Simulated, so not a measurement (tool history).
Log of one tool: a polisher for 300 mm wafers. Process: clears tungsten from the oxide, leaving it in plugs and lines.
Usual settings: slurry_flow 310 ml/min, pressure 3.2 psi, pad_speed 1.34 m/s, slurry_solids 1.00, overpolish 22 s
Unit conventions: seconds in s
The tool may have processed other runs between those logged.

run,hour,slurry_flow,pressure,pad_speed,slurry_solids,overpolish,"incoming thickness of the incoming film, nm",seconds
1,0.0,310,3.2,1.34,1.00,22,313.1,60.4
2,17.9,310,3.2,1.34,1.00,22,303.0,60.0
# hour 29.0: slurry tank refilled with fresh slurry and peroxide
3,30.9,310,3.2,1.34,1.00,13,312.5,52.9
4,43.4,310,3.2,1.34,1.00,22,309.9,53.5
# hour 54.3: worn pad replaced by a new one
5,59.9,310,3.2,0.88,0.75,22,316.3,97.1
6,75.6,310,3.2,1.34,1.00,22,307.7,56.3
7,82.2,310,3.2,1.34,1.00,22,303.8,56.1
8,96.8,310,3.2,1.34,1.00,22,313.1,57.3
9,106.8,240,3.2,1.34,1.00,22,310.5,60.8
# hour 110.2: slurry blender recalibrated
10,123.6,310,3.2,1.04,0.80,22,306.0,82.8
11,130.5,310,3.2,1.78,1.00,22,306.7,44.5
# hour 145.7: slurry nozzle cleaned
12,147.4,310,3.2,1.80,1.00,22,310.6,46.7
# hour 151.7: slurry tank refilled with fresh slurry and peroxide
13,164.3,410,3.2,0.98,1.25,33,311.5,68.5
14,174.7,310,3.2,1.34,1.00,22,311.2,53.7
15,185.3,310,3.2,1.60,1.00,28,305.2,47.4
16,201.3,310,3.2,1.34,1.00,22,308.4,56.9
# hour 205.4: head pressure recalibrated
# hour 211.9: worn pad replaced by a new one
17,218.2,355,2.2,1.34,1.00,27,307.7,97.0
18,234.8,310,3.2,1.34,1.00,22,310.4,67.2
19,242.3,310,3.2,1.34,1.00,22,309.6,66.5
20,265.9,310,3.2,1.58,1.00,22,306.7,55.7
21,280.6,225,3.2,1.34,1.00,22,314.8,71.2
# hour 281.8: slurry tank refilled with fresh slurry and peroxide
22,296.6,310,2.6,1.34,1.00,29,310.0,70.3
23,314.1,375,3.5,1.34,0.75,22,308.0,59.0
24,322.8,310,3.2,1.34,1.00,22,308.6,59.5
25,335.1,225,3.2,1.34,0.85,18,310.2,65.3
26,341.1,365,2.5,1.34,1.15,15,311.2,75.9

4 ways to go on from here, each from the tool as it stands after run 26. What would each give?
A,341.6,310,3.2,1.34,1.00,22,306.0,?
B,341.6,310,3.2,1.34,1.00,26,306.0,?
C,341.6,310,2.8,1.34,1.00,22,306.0,?
D,341.6,350,2.7,1.34,0.85,32,306.0,?

run,seconds
A,60.4
B,60.4
C,69.0
D,75.0
The same runs, with their run-to-run variation unchanged, on a tool lacking any hidden condition would have given:
run,seconds
A,55.7
B,55.7
C,63.6
D,69.2
